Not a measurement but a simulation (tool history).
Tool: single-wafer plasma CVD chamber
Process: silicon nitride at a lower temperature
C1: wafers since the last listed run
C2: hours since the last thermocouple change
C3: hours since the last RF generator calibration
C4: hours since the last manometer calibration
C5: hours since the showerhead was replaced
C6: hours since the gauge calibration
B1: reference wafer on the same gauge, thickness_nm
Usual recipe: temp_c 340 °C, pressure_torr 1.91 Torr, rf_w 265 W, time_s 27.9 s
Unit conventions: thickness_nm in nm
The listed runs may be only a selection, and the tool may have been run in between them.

run 1 hour=0 | temp_c=336 pressure_torr=1.91 rf_w=265 time_s=27.9 | C1=0 C2=573.7 C3=1161.1 C4=1721 C5=1824.2 C6=494 | B1=35.521 | thickness_nm=30.893
run 2 hour=43.7 | temp_c=336 pressure_torr=1.91 rf_w=265 time_s=27.9 | C1=988 C2=617.4 C3=1204.8 C4=1764.7 C5=1867.9 C6=537.7 | B1=35.505 | thickness_nm=30.779
-- hour=78.8 RF generator calibrated
run 3 hour=142.5 | temp_c=340 pressure_torr=2.03 rf_w=265 time_s=27.9 | C1=2054 C2=716.2 C3=63.7 C4=1863.5 C5=1966.7 C6=636.5 | B1=35.495 | thickness_nm=32.106
-- hour=155.4 capacitance manometer re-zeroed and calibrated
run 4 hour=225.8 | temp_c=340 pressure_torr=1.91 rf_w=265 time_s=27.9 | C1=1703 C2=799.5 C3=147 C4=70.4 C5=2050 C6=719.8 | B1=35.504 | thickness_nm=31.45
run 5 hour=292.6 | temp_c=340 pressure_torr=1.91 rf_w=310 time_s=27.9 | C1=1511 C2=866.3 C3=213.8 C4=137.2 C5=2116.8 C6=786.6 | B1=35.522 | thickness_nm=35.522
run 6 hour=342.8 | temp_c=351 pressure_torr=1.91 rf_w=265 time_s=27.9 | C1=1135 C2=916.5 C3=264 C4=187.4 C5=2167 C6=836.8 | B1=35.489 | thickness_nm=31.126
run 7 hour=415.7 | temp_c=349 pressure_torr=1.68 rf_w=300 time_s=25.6 | C1=1649 C2=989.4 C3=336.9 C4=260.3 C5=2239.9 C6=909.7 | B1=35.5 | thickness_nm=30.741
run 8 hour=474.9 | temp_c=340 pressure_torr=1.91 rf_w=265 time_s=27.9 | C1=1339 C2=1048.6 C3=396.1 C4=319.5 C5=2299.1 C6=968.9 | B1=35.506 | thickness_nm=31.108
run 9 hour=558.5 | temp_c=340 pressure_torr=1.91 rf_w=265 time_s=27.9 | C1=1891 C2=1132.2 C3=479.7 C4=403.1 C5=2382.7 C6=1052.5 | B1=35.496 | thickness_nm=30.862
-- hour=571.8 showerhead replaced
run 10 hour=604.9 | temp_c=326 pressure_torr=1.53 rf_w=265 time_s=29.4 | C1=868 C2=1178.6 C3=526.1 C4=449.5 C5=33.1 C6=1098.9 | B1=35.513 | thickness_nm=31.167
run 11 hour=779.5 | temp_c=355 pressure_torr=1.58 rf_w=265 time_s=26 | C1=3949 C2=1353.2 C3=700.7 C4=624.1 C5=207.7 C6=1273.5 | B1=35.511 | thickness_nm=27.357
run 12 hour=838.5 | temp_c=340 pressure_torr=1.91 rf_w=265 time_s=27.9 | C1=1334 C2=1412.2 C3=759.7 C4=683.1 C5=266.7 C6=1332.5 | B1=35.533 | thickness_nm=30.717
run 13 hour=884.3 | temp_c=329 pressure_torr=2.2 rf_w=280 time_s=30.4 | C1=1036 C2=1458 C3=805.5 C4=728.9 C5=312.5 C6=1378.3 | B1=35.488 | thickness_nm=36.406
run 14 hour=986 | temp_c=340 pressure_torr=1.91 rf_w=265 time_s=27.9 | C1=2300 C2=1559.7 C3=907.2 C4=830.6 C5=414.2 C6=1480 | B1=35.492 | thickness_nm=30.844
run 15 hour=1131.5 | temp_c=340 pressure_torr=1.91 rf_w=265 time_s=27.9 | C1=3291 C2=1705.2 C3=1052.7 C4=976.1 C5=559.7 C6=1625.5 | B1=35.511 | thickness_nm=30.832
run 16 hour=1205.3 | temp_c=326 pressure_torr=1.48 rf_w=235 time_s=33.4 | C1=1669 C2=1779 C3=1126.5 C4=1049.9 C5=633.5 C6=1699.3 | B1=35.487 | thickness_nm=31.512
run 17 hour=1264.3 | temp_c=335 pressure_torr=1.91 rf_w=265 time_s=23.9 | C1=1334 C2=1838 C3=1185.5 C4=1108.9 C5=692.5 C6=1758.3 | B1=35.523 | thickness_nm=26.365
run 18 hour=1320.5 | temp_c=349 pressure_torr=1.68 rf_w=300 time_s=25.6 | C1=1271 C2=1894.2 C3=1241.7 C4=1165.1 C5=748.7 C6=1814.5 | B1=35.503 | thickness_nm=30.295

Run 19, settings as shown, results not yet in. Your forecast:
-- hour=1333.4 RF generator calibrated
run 19 hour=1411.1 | temp_c=332 pressure_torr=1.56 rf_w=265 time_s=32.9 | C1=1868 C2=1984.8 C3=77.7 C4=1255.7 C5=839.3 C6=1905.1 | B1=? | thickness_nm=?

B1: 35.516
thickness_nm: 35.713 nm
If the tool had no hidden condition, the same run with the same run-to-run variation would have returned thickness_nm 35.957 nm.
